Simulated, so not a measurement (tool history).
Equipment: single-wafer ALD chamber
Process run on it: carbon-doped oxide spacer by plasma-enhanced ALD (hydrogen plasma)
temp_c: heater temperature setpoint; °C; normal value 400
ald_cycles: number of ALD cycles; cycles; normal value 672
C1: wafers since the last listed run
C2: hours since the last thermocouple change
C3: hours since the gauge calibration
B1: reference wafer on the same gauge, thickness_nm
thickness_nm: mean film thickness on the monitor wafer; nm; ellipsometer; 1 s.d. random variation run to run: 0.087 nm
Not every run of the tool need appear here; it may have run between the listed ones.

{"run": 1, "day": 0.0, "temp_c": 396, "ald_cycles": 700, "C1": 0, "C2": 1028.1, "C3": 308.3, "B1": 32.005, "thickness_nm": 36.263}
{"run": 2, "day": 1.454, "temp_c": 396, "ald_cycles": 700, "C1": 28, "C2": 1063.0, "C3": 343.2, "B1": 32.007, "thickness_nm": 36.279}
{"run": 3, "day": 2.925, "temp_c": 394, "ald_cycles": 672, "C1": 28, "C2": 1098.3, "C3": 378.5, "B1": 32.002, "thickness_nm": 34.952}
{"run": 4, "day": 4.292, "temp_c": 394, "ald_cycles": 672, "C1": 26, "C2": 1131.1, "C3": 411.3, "B1": 32.015, "thickness_nm": 34.799}
{"run": 5, "day": 5.925, "temp_c": 400, "ald_cycles": 672, "C1": 31, "C2": 1170.3, "C3": 450.5, "B1": 32.011, "thickness_nm": 34.881}
{"run": 6, "day": 7.338, "temp_c": 400, "ald_cycles": 672, "C1": 27, "C2": 1204.2, "C3": 484.4, "B1": 32.008, "thickness_nm": 34.867}
{"run": 7, "day": 8.996, "temp_c": 400, "ald_cycles": 672, "C1": 32, "C2": 1244.0, "C3": 524.2, "B1": 31.997, "thickness_nm": 34.895}
{"run": 8, "day": 10.696, "temp_c": 400, "ald_cycles": 672, "C1": 33, "C2": 1284.8, "C3": 565.0, "B1": 31.988, "thickness_nm": 34.904}
{"run": 9, "day": 12.458, "temp_c": 400, "ald_cycles": 672, "C1": 34, "C2": 1327.1, "C3": 607.3, "B1": 32.004, "thickness_nm": 34.804}
{"run": 10, "day": 13.788, "temp_c": 400, "ald_cycles": 672, "C1": 25, "C2": 1359.0, "C3": 639.2, "B1": 31.981, "thickness_nm": 34.821}
{"run": 11, "day": 15.658, "temp_c": 400, "ald_cycles": 672, "C1": 36, "C2": 1403.9, "C3": 684.1, "B1": 32.008, "thickness_nm": 35.08}
{"run": 12, "day": 18.112, "temp_c": 400, "ald_cycles": 672, "C1": 47, "C2": 1462.8, "C3": 743.0, "B1": 32.012, "thickness_nm": 34.884}
{"run": 13, "day": 21.025, "temp_c": 400, "ald_cycles": 672, "C1": 56, "C2": 1532.7, "C3": 812.9, "B1": 32.009, "thickness_nm": 34.922}
{"run": 14, "day": 22.433, "temp_c": 400, "ald_cycles": 672, "C1": 27, "C2": 1566.5, "C3": 846.7, "B1": 31.993, "thickness_nm": 34.931}
{"run": 15, "day": 23.671, "temp_c": 415, "ald_cycles": 797, "C1": 24, "C2": 1596.2, "C3": 876.4, "B1": 31.99, "thickness_nm": 39.745}
{"run": 16, "day": 25.654, "temp_c": 404, "ald_cycles": 546, "C1": 38, "C2": 1643.8, "C3": 924.0, "B1": 31.99, "thickness_nm": 28.008}
{"run": 17, "day": 27.408, "temp_c": 393, "ald_cycles": 542, "C1": 34, "C2": 1685.9, "C3": 966.1, "B1": 31.973, "thickness_nm": 28.262}
{"day": 28.354, "done": "gauge calibrated"}
{"run": 18, "day": 29.854, "temp_c": 396, "ald_cycles": 700, "C1": 47, "C2": 1744.6, "C3": 36.0, "B1": 32.017, "thickness_nm": 36.139}
{"run": 19, "day": 32.642, "temp_c": 400, "ald_cycles": 798, "C1": 54, "C2": 1811.5, "C3": 102.9, "B1": 31.996, "thickness_nm": 41.439}
{"run": 20, "day": 33.783, "temp_c": 411, "ald_cycles": 725, "C1": 22, "C2": 1838.9, "C3": 130.3, "B1": 31.998, "thickness_nm": 36.747}
{"run": 21, "day": 35.283, "temp_c": 395, "ald_cycles": 803, "C1": 29, "C2": 1874.9, "C3": 166.3, "B1": 31.996, "thickness_nm": 41.473}
{"run": 22, "day": 37.817, "temp_c": 395, "ald_cycles": 803, "C1": 49, "C2": 1935.7, "C3": 227.1, "B1": 31.973, "thickness_nm": 41.495}
{"day": 38.508, "done": "thermocouple changed; heater temperature recalibrated"}
{"run": 23, "day": 40.267, "temp_c": 391, "ald_cycles": 741, "C1": 41, "C2": 42.2, "C3": 285.9, "B1": 31.992, "thickness_nm": 38.445}
{"run": 24, "day": 42.512, "temp_c": 412, "ald_cycles": 672, "C1": 43, "C2": 96.1, "C3": 339.8, "B1": 32.02, "thickness_nm": 33.727}
{"run": 25, "day": 44.658, "temp_c": 400, "ald_cycles": 672, "C1": 41, "C2": 147.6, "C3": 391.3, "B1": 32.01, "thickness_nm": 34.857}
{"run": 26, "day": 47.467, "temp_c": 409, "ald_cycles": 672, "C1": 54, "C2": 215.0, "C3": 458.7, "B1": 31.994, "thickness_nm": 34.096}
{"run": 27, "day": 49.225, "temp_c": 400, "ald_cycles": 573, "C1": 34, "C2": 257.2, "C3": 500.9, "B1": 32.003, "thickness_nm": 29.653}
{"run": 28, "day": 50.288, "temp_c": 411, "ald_cycles": 611, "C1": 20, "C2": 282.7, "C3": 526.4, "B1": 31.995, "thickness_nm": 30.908}

Alternative continuations, all from the tool just after run 28; predict every row:
{"run": "A", "day": 50.346, "temp_c": 400, "ald_cycles": 672, "C1": 1, "C2": 284.1, "C3": 527.8, "B1": "?", "thickness_nm": "?"}
{"run": "B", "day": 50.346, "temp_c": 407, "ald_cycles": 725, "C1": 1, "C2": 284.1, "C3": 527.8, "B1": "?", "thickness_nm": "?"}
{"run": "C", "day": 50.346, "temp_c": 413, "ald_cycles": 582, "C1": 1, "C2": 284.1, "C3": 527.8, "B1": "?", "thickness_nm": "?"}
{"run": "D", "day": 50.346, "temp_c": 415, "ald_cycles": 637, "C1": 1, "C2": 284.1, "C3": 527.8, "B1": "?", "thickness_nm": "?"}
{"run": "E", "day": 50.346, "temp_c": 407, "ald_cycles": 672, "C1": 1, "C2": 284.1, "C3": 527.8, "B1": "?", "thickness_nm": "?"}

run=A B1=32.014 thickness_nm=34.860
run=B B1=32.014 thickness_nm=36.914
run=C B1=32.014 thickness_nm=29.155
run=D B1=32.014 thickness_nm=31.736
run=E B1=32.014 thickness_nm=34.216
Without the tool's hidden state the same runs would have given:
run=A thickness_nm=34.860
run=B thickness_nm=36.914
run=C thickness_nm=29.155
run=D thickness_nm=31.736
run=E thickness_nm=34.216
